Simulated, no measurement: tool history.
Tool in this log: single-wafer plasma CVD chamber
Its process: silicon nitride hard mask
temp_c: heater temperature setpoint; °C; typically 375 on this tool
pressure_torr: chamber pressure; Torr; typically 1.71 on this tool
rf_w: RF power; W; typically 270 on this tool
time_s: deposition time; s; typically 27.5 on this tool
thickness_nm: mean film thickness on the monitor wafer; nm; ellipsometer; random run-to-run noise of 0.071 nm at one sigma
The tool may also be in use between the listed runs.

| run | hour | temp_c | pressure_torr | rf_w | time_s | read-back reference wafer on the same gauge, thickness_nm | thickness_nm |
|---|---|---|---|---|---|---|---|
| 1 | 0.0 | 375 | 1.88 | 270 | 27.5 | 37.004 | 34.604 |
| 2 | 15.6 | 375 | 1.88 | 270 | 27.5 | 37.004 | 34.526 |
| 3 | 31.0 | 375 | 1.88 | 270 | 27.5 | 36.992 | 34.521 |
| 4 | 58.6 | 375 | 1.71 | 270 | 27.5 | 37.000 | 33.103 |
| 5 | 89.6 | 375 | 1.71 | 270 | 27.5 | 36.978 | 33.046 |
| 6 | 115.7 | 375 | 1.71 | 270 | 27.5 | 37.016 | 33.246 |
| 7 | 136.6 | 375 | 1.71 | 270 | 27.5 | 37.005 | 33.176 |
| 8 | 169.6 | 375 | 1.71 | 270 | 27.5 | 37.004 | 33.107 |
| 9 | 193.8 | 375 | 1.71 | 270 | 27.5 | 37.025 | 33.189 |
| 10 | 223.1 | 375 | 2.02 | 270 | 27.5 | 36.997 | 35.422 |
|  | 234.5 | thermocouple changed; heater temperature recalibrated |
| 11 | 243.8 | 375 | 2.02 | 270 | 27.5 | 37.011 | 35.528 |
| 12 | 276.5 | 375 | 1.71 | 270 | 27.5 | 36.997 | 32.973 |
| 13 | 299.0 | 375 | 1.71 | 270 | 27.5 | 37.000 | 33.178 |
| 14 | 320.9 | 375 | 1.71 | 270 | 27.5 | 36.991 | 33.247 |
| 15 | 350.1 | 375 | 1.32 | 245 | 25.8 | 37.011 | 25.318 |
| 16 | 376.7 | 375 | 1.97 | 270 | 27.5 | 37.004 | 35.176 |
|  | 404.5 | capacitance manometer re-zeroed and calibrated |
| 17 | 405.0 | 375 | 2.02 | 305 | 24.6 | 36.988 | 34.223 |
| 18 | 436.0 | 375 | 1.36 | 270 | 27.5 | 36.998 | 29.283 |
| 19 | 463.2 | 375 | 1.71 | 270 | 27.5 | 37.000 | 33.179 |
| 20 | 477.7 | 375 | 1.71 | 320 | 27.5 | 37.005 | 36.776 |
| 21 | 490.1 | 388 | 1.71 | 270 | 27.5 | 36.992 | 33.031 |
| 22 | 525.4 | 368 | 1.32 | 270 | 30.0 | 36.985 | 31.449 |
| 23 | 540.9 | 367 | 1.52 | 300 | 23.5 | 36.998 | 28.768 |
| 24 | 553.6 | 375 | 1.58 | 300 | 25.4 | 37.005 | 31.365 |
|  | 558.2 | gauge calibrated |
| 25 | 574.2 | 375 | 1.71 | 285 | 27.5 | 36.985 | 34.215 |
|  | 584.5 | RF generator calibrated |
|  | 603.1 | showerhead replaced |
| 26 | 638.6 | 375 | 1.71 | 270 | 27.5 | 37.018 | 33.246 |
| 27 | 663.1 | 386 | 1.71 | 270 | 27.5 | 36.993 | 32.951 |
| 28 | 688.4 | 387 | 2.08 | 270 | 27.5 | 37.012 | 35.841 |
| 29 | 772.7 | 375 | 1.71 | 270 | 27.5 | 36.984 | 33.232 |
| 30 | 804.6 | 379 | 1.51 | 295 | 29.5 | 36.996 | 35.391 |

Run-by-run hidden state of the tool:
wafer temperature above the value expected at the setpoint (K): 0, the same for each run
delivered RF power above the setpoint (%): 0, the same for each run
true pressure above the setpoint (%): 0, the same for each run
gauge reads high (%): 0, the same for each run
